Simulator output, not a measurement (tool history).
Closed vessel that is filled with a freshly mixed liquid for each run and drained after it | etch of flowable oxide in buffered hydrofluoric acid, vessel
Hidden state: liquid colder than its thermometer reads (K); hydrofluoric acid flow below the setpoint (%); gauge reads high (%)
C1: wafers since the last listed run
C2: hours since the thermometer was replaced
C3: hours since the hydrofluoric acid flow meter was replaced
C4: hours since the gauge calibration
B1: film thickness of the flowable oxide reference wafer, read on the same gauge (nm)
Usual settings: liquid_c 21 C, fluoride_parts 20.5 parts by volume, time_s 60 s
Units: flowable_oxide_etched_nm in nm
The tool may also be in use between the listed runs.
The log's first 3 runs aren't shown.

Run 4, hour 124.6: usual settings; C1 2223; C2 1162.3; C3 708.3; C4 574.5; B1 92.03. Result: flowable_oxide_etched_nm 57.02 nm.
Run 5, hour 139.7: usual settings but liquid_c 23 C; C1 1097; C2 1177.4; C3 723.4; C4 589.6; B1 92.01. Result: flowable_oxide_etched_nm 63.87 nm.
Run 6, hour 155: usual settings; C1 1111; C2 1192.7; C3 738.7; C4 604.9; B1 92.11. Result: flowable_oxide_etched_nm 56.83 nm.
Run 7, hour 179.4: usual settings; C1 1773; C2 1217.1; C3 763.1; C4 629.3; B1 92.16. Result: flowable_oxide_etched_nm 56.17 nm.
Run 8, hour 213.1: usual settings but time_s 40 s; C1 2448; C2 1250.8; C3 796.8; C4 663; B1 92.31. Result: flowable_oxide_etched_nm 37.79 nm.
Run 9, hour 227.2: usual settings; C1 1024; C2 1264.9; C3 810.9; C4 677.1; B1 92.36. Result: flowable_oxide_etched_nm 57.88 nm.
Run 10, hour 246.3: usual settings; C1 1387; C2 1284; C3 830; C4 696.2; B1 92.46. Result: flowable_oxide_etched_nm 57.12 nm.
Run 11, hour 267.9: usual settings but fluoride_parts 16 parts by volume; C1 1569; C2 1305.6; C3 851.6; C4 717.8; B1 92.49. Result: flowable_oxide_etched_nm 71.8 nm.
At hour 285.4: hydrofluoric acid flow meter replaced.
Run 12, hour 288.9: usual settings but liquid_c 19.5 C, fluoride_parts 28.5 parts by volume, time_s 85 s; C1 1453; C2 1326.6; C3 3.5; C4 738.8; B1 92.63. Result: flowable_oxide_etched_nm 59.19 nm.
Run 13, hour 316: usual settings; C1 1969; C2 1353.7; C3 30.6; C4 765.9; B1 92.64. Result: flowable_oxide_etched_nm 57.42 nm.
Run 14, hour 345.8: usual settings but fluoride_parts 25 parts by volume, time_s 95 s; C1 2165; C2 1383.5; C3 60.4; C4 795.7; B1 92.71. Result: flowable_oxide_etched_nm 78.48 nm.
Run 15, hour 378.4: usual settings but liquid_c 19.5 C, fluoride_parts 17 parts by volume, time_s 70 s; C1 2368; C2 1416.1; C3 93; C4 828.3; B1 92.87. Result: flowable_oxide_etched_nm 73.47 nm.
Run 16, hour 412.4: usual settings; C1 2470; C2 1450.1; C3 127; C4 862.3; B1 92.98. Result: flowable_oxide_etched_nm 55.82 nm.
Run 17, hour 439.9: usual settings but fluoride_parts 16 parts by volume; C1 1998; C2 1477.6; C3 154.5; C4 889.8; B1 93.09. Result: flowable_oxide_etched_nm 71.04 nm.
Run 18, hour 452.9: usual settings but liquid_c 18.5 C; C1 944; C2 1490.6; C3 167.5; C4 902.8; B1 93.15. Result: flowable_oxide_etched_nm 49.61 nm.
At hour 463.1: gauge calibrated.
Run 19, hour 485.4: usual settings but time_s 35 s; C1 2361; C2 1523.1; C3 200; C4 22.3; B1 90.26. Result: flowable_oxide_etched_nm 32.45 nm.
Run 20, hour 521.2: usual settings but liquid_c 17 C, fluoride_parts 13 parts by volume, time_s 45 s; C1 2601; C2 1558.9; C3 235.8; C4 58.1; B1 90.35. Result: flowable_oxide_etched_nm 51.53 nm.
Run 21, hour 548.4: usual settings but liquid_c 23 C, fluoride_parts 25 parts by volume, time_s 90 s; C1 1976; C2 1586.1; C3 263; C4 85.3; B1 90.47. Result: flowable_oxide_etched_nm 80.75 nm.

The next listed run, before its measurement:
Run 22, hour 564.7: usual settings but liquid_c 19.5 C; C1 1184; C2 1602.4; C3 279.3; C4 101.6; B1 ?. Result: flowable_oxide_etched_nm ?.

{"run 22": {"B1": 90.45, "flowable_oxide_etched_nm": 51.59}}
Without the tool's hidden state the same run would have given flowable_oxide_etched_nm 51.3 nm.
